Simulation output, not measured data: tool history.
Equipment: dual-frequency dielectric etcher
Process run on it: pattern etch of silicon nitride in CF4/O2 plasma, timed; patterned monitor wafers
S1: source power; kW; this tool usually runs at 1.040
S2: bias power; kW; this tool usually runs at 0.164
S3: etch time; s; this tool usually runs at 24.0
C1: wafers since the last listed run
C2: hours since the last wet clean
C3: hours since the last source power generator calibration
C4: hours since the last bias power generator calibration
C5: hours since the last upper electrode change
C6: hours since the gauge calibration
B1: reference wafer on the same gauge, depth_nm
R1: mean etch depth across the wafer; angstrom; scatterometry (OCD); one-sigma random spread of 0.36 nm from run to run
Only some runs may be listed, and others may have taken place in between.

| run | day | S1 | S2 | S3 | C1 | C2 | C3 | C4 | C5 | C6 | B1 | R1 |
|---|---|---|---|---|---|---|---|---|---|---|---|---|
| 1 | 0.000 | 1.040 | 0.164 | 24.0 | 0 | 128.4 | 3260.2 | 2386.9 | 3819.7 | 1995.0 | 92.7 | 804 |
| 2 | 2.625 | 1.040 | 0.164 | 24.0 | 761 | 191.4 | 3323.2 | 2449.9 | 3882.7 | 2058.0 | 92.8 | 810 |
| 3 | 6.496 | 1.040 | 0.164 | 24.0 | 1122 | 284.3 | 3416.1 | 2542.8 | 3975.6 | 2150.9 | 92.7 | 806 |
| 4 | 10.775 | 1.040 | 0.164 | 24.0 | 1241 | 387.0 | 3518.8 | 2645.5 | 4078.3 | 2253.6 | 92.9 | 808 |
| 5 | 14.554 | 1.040 | 0.164 | 24.0 | 1096 | 477.7 | 3609.5 | 2736.2 | 4169.0 | 2344.3 | 92.8 | 811 |
|  | 15.646 | wet clean of the chamber |
| 6 | 17.071 | 1.040 | 0.164 | 24.0 | 439 | 34.2 | 3669.9 | 2796.6 | 4229.4 | 2404.7 | 92.9 | 812 |
| 7 | 20.912 | 1.040 | 0.164 | 24.0 | 1114 | 126.4 | 3762.1 | 2888.8 | 4321.6 | 2496.9 | 92.9 | 808 |
| 8 | 22.583 | 1.040 | 0.164 | 24.0 | 484 | 166.5 | 3802.2 | 2928.9 | 4361.7 | 2537.0 | 93.0 | 806 |
| 9 | 24.954 | 1.040 | 0.164 | 24.0 | 687 | 223.4 | 3859.1 | 2985.8 | 4418.6 | 2593.9 | 93.1 | 807 |
| 10 | 27.462 | 1.040 | 0.164 | 24.0 | 727 | 283.6 | 3919.3 | 3046.0 | 4478.8 | 2654.1 | 93.1 | 808 |
| 11 | 29.279 | 1.040 | 0.164 | 24.0 | 527 | 327.2 | 3962.9 | 3089.6 | 4522.4 | 2697.7 | 93.1 | 807 |
| 12 | 31.188 | 1.040 | 0.164 | 24.0 | 553 | 373.0 | 4008.7 | 3135.4 | 4568.2 | 2743.5 | 93.2 | 807 |
| 13 | 34.850 | 1.040 | 0.164 | 24.0 | 1062 | 460.9 | 4096.6 | 3223.3 | 4656.1 | 2831.4 | 93.2 | 810 |
|  | 35.829 | gauge calibrated |
| 14 | 37.571 | 1.040 | 0.164 | 24.0 | 789 | 526.2 | 4161.9 | 3288.6 | 4721.4 | 41.8 | 91.3 | 796 |
|  | 40.038 | wet clean of the chamber |
| 15 | 40.058 | 1.040 | 0.164 | 24.0 | 431 | 0.5 | 4221.6 | 3348.3 | 4781.1 | 101.5 | 91.2 | 794 |
| 16 | 44.054 | 1.040 | 0.164 | 24.0 | 1159 | 96.4 | 4317.5 | 3444.2 | 4877.0 | 197.4 | 91.3 | 800 |
| 17 | 54.229 | 1.040 | 0.134 | 21.5 | 2951 | 340.6 | 4561.7 | 3688.4 | 5121.2 | 441.6 | 91.6 | 676 |
| 18 | 56.075 | 0.890 | 0.205 | 21.0 | 535 | 384.9 | 4606.0 | 3732.7 | 5165.5 | 485.9 | 91.6 | 657 |
|  | 59.554 | source power generator calibrated |
|  | 64.954 | wet clean of the chamber |
|  | 68.342 | upper electrode replaced |
| 19 | 69.429 | 1.040 | 0.200 | 24.0 | 3245 | 107.4 | 237.0 | 4053.2 | 26.1 | 806.4 | 91.9 | 855 |
| 20 | 72.167 | 1.040 | 0.182 | 28.0 | 794 | 173.1 | 302.7 | 4118.9 | 91.8 | 872.1 | 91.9 | 970 |
| 21 | 74.712 | 1.040 | 0.164 | 24.0 | 738 | 234.2 | 363.8 | 4180.0 | 152.9 | 933.2 | 92.0 | 803 |
|  | 78.388 | bias power generator calibrated |
| 22 | 79.162 | 1.040 | 0.164 | 21.5 | 1242 | 341.0 | 470.6 | 18.6 | 259.7 | 1040.0 | 92.0 | 716 |
| 23 | 83.408 | 1.300 | 0.126 | 24.0 | 1231 | 442.9 | 572.5 | 120.5 | 361.6 | 1141.9 | 92.0 | 904 |
|  | 86.183 | wet clean of the chamber |
| 24 | 93.571 | 1.040 | 0.164 | 24.0 | 2658 | 177.3 | 816.4 | 364.4 | 605.5 | 1385.8 | 92.3 | 805 |
| 25 | 95.975 | 1.200 | 0.133 | 24.0 | 697 | 235.0 | 874.1 | 422.1 | 663.2 | 1443.5 | 92.4 | 847 |
| 26 | 99.783 | 1.220 | 0.164 | 24.0 | 1104 | 326.4 | 965.5 | 513.5 | 754.6 | 1534.9 | 92.5 | 931 |
| 27 | 102.612 | 1.040 | 0.164 | 24.0 | 820 | 394.3 | 1033.4 | 581.4 | 822.5 | 1602.8 | 92.5 | 806 |
| 28 | 104.321 | 0.800 | 0.145 | 26.0 | 495 | 435.3 | 1074.4 | 622.4 | 863.5 | 1643.8 | 92.5 | 671 |
| 29 | 106.075 | 1.040 | 0.164 | 24.0 | 508 | 477.4 | 1116.5 | 664.5 | 905.6 | 1685.9 | 92.7 | 804 |
|  | 107.883 | wet clean of the chamber |
| 30 | 108.500 | 0.970 | 0.195 | 30.5 | 413 | 14.8 | 1174.7 | 722.7 | 963.8 | 1744.1 | 92.6 | 1029 |

Below are 4 alternative next runs, each starting from the tool's condition after run 30. Predict each:
| A | 108.517 | 1.040 | 0.164 | 24.0 | 4 | 15.2 | 1175.1 | 723.1 | 964.2 | 1744.5 | ? | ? |
| B | 108.517 | 0.850 | 0.164 | 28.5 | 4 | 15.2 | 1175.1 | 723.1 | 964.2 | 1744.5 | ? | ? |
| C | 108.517 | 0.880 | 0.164 | 24.0 | 4 | 15.2 | 1175.1 | 723.1 | 964.2 | 1744.5 | ? | ? |
| D | 108.517 | 1.040 | 0.178 | 24.0 | 4 | 15.2 | 1175.1 | 723.1 | 964.2 | 1744.5 | ? | ? |

| run | B1 | R1 |
|---|---|---|
| A | 92.7 | 805 |
| B | 92.7 | 804 |
| C | 92.7 | 697 |
| D | 92.7 | 826 |
What these runs would have given with no unlogged condition in the tool:
| run | R1 |
|---|---|
| A | 794 |
| B | 793 |
| C | 688 |
| D | 815 |

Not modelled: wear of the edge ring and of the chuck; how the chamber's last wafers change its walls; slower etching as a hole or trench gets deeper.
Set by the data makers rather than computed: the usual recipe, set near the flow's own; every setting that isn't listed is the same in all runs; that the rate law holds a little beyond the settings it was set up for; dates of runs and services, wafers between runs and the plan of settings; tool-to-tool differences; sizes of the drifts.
